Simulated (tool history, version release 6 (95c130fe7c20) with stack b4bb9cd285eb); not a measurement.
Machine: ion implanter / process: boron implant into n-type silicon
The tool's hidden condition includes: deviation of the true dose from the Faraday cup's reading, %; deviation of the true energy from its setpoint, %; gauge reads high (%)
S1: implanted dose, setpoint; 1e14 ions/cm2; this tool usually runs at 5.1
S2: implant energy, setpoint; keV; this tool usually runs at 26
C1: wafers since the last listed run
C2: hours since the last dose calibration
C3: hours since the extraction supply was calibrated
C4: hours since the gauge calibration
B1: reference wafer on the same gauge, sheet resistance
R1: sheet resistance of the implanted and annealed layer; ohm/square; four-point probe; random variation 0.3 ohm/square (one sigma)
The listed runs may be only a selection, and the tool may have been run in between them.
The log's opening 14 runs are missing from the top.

{"run": 15, "hour": 294.6, "S1": 5.1, "S2": 26, "C1": 396, "C2": 2490.6, "C3": 5762.7, "C4": 477.9, "B1": 196.96, "R1": 205.73}
{"run": 16, "hour": 313.1, "S1": 4.22, "S2": 21, "C1": 324, "C2": 2509.1, "C3": 5781.2, "C4": 496.4, "B1": 196.96, "R1": 245.85}
{"run": 17, "hour": 329.8, "S1": 4.22, "S2": 21, "C1": 292, "C2": 2525.8, "C3": 5797.9, "C4": 513.1, "B1": 196.96, "R1": 246.85}
{"run": 18, "hour": 359.8, "S1": 5.1, "S2": 23, "C1": 526, "C2": 2555.8, "C3": 5827.9, "C4": 543.1, "B1": 196.99, "R1": 208.56}
{"run": 19, "hour": 375.0, "S1": 6.13, "S2": 29.5, "C1": 266, "C2": 2571, "C3": 5843.1, "C4": 558.3, "B1": 196.94, "R1": 174.07}
{"run": 20, "hour": 395.0, "S1": 5.6, "S2": 34, "C1": 350, "C2": 2591, "C3": 5863.1, "C4": 578.3, "B1": 196.95, "R1": 184.48}
{"run": 21, "hour": 427.4, "S1": 5.73, "S2": 28.5, "C1": 568, "C2": 2623.4, "C3": 5895.5, "C4": 610.7, "B1": 196.91, "R1": 184.57}
{"run": 22, "hour": 455.3, "S1": 5.96, "S2": 34.5, "C1": 489, "C2": 2651.3, "C3": 5923.4, "C4": 638.6, "B1": 197.08, "R1": 174.94}
{"hour": 472.1, "done": "Faraday cup replaced and dose calibrated"}
{"run": 23, "hour": 476.5, "S1": 4.45, "S2": 23, "C1": 231, "C2": 4.4, "C3": 5944.6, "C4": 659.8, "B1": 196.94, "R1": 223.28}
{"run": 24, "hour": 494.1, "S1": 5.1, "S2": 26, "C1": 308, "C2": 22, "C3": 5962.2, "C4": 677.4, "B1": 196.97, "R1": 196.95}
{"run": 25, "hour": 521.6, "S1": 5.1, "S2": 26, "C1": 482, "C2": 49.5, "C3": 5989.7, "C4": 704.9, "B1": 196.97, "R1": 196.58}
{"hour": 542.1, "done": "gauge calibrated"}
{"run": 26, "hour": 555.3, "S1": 5.92, "S2": 26, "C1": 591, "C2": 83.2, "C3": 6023.4, "C4": 13.2, "B1": 196.99, "R1": 174.2}
{"run": 27, "hour": 572.5, "S1": 5.1, "S2": 26, "C1": 301, "C2": 100.4, "C3": 6040.6, "C4": 30.4, "B1": 196.9, "R1": 197.02}
{"run": 28, "hour": 593.5, "S1": 6.21, "S2": 26, "C1": 368, "C2": 121.4, "C3": 6061.6, "C4": 51.4, "B1": 196.96, "R1": 167.42}
{"run": 29, "hour": 621.5, "S1": 5.93, "S2": 31, "C1": 491, "C2": 149.4, "C3": 6089.6, "C4": 79.4, "B1": 197.02, "R1": 171.22}
{"hour": 645.5, "done": "extraction supply calibrated"}
{"run": 30, "hour": 646.0, "S1": 5.1, "S2": 26, "C1": 289, "C2": 173.9, "C3": 0.5, "C4": 103.9, "B1": 196.98, "R1": 197.76}
{"run": 31, "hour": 661.5, "S1": 3.99, "S2": 34, "C1": 271, "C2": 189.4, "C3": 16, "C4": 119.4, "B1": 197.06, "R1": 235.54}
{"run": 32, "hour": 689.5, "S1": 5.1, "S2": 26, "C1": 491, "C2": 217.4, "C3": 44, "C4": 147.4, "B1": 196.82, "R1": 198.81}

For run 33, what comes out?
{"run": 33, "hour": 713.7, "S1": 3.87, "S2": 18, "C1": 424, "C2": 241.6, "C3": 68.2, "C4": 171.6, "B1": "?", "R1": "?"}

B1: 197.02
R1: 259.74 ohm/square
Were there no unlogged condition in the tool, this run, its random variation unchanged, would have produced R1 258.72 ohm/square.
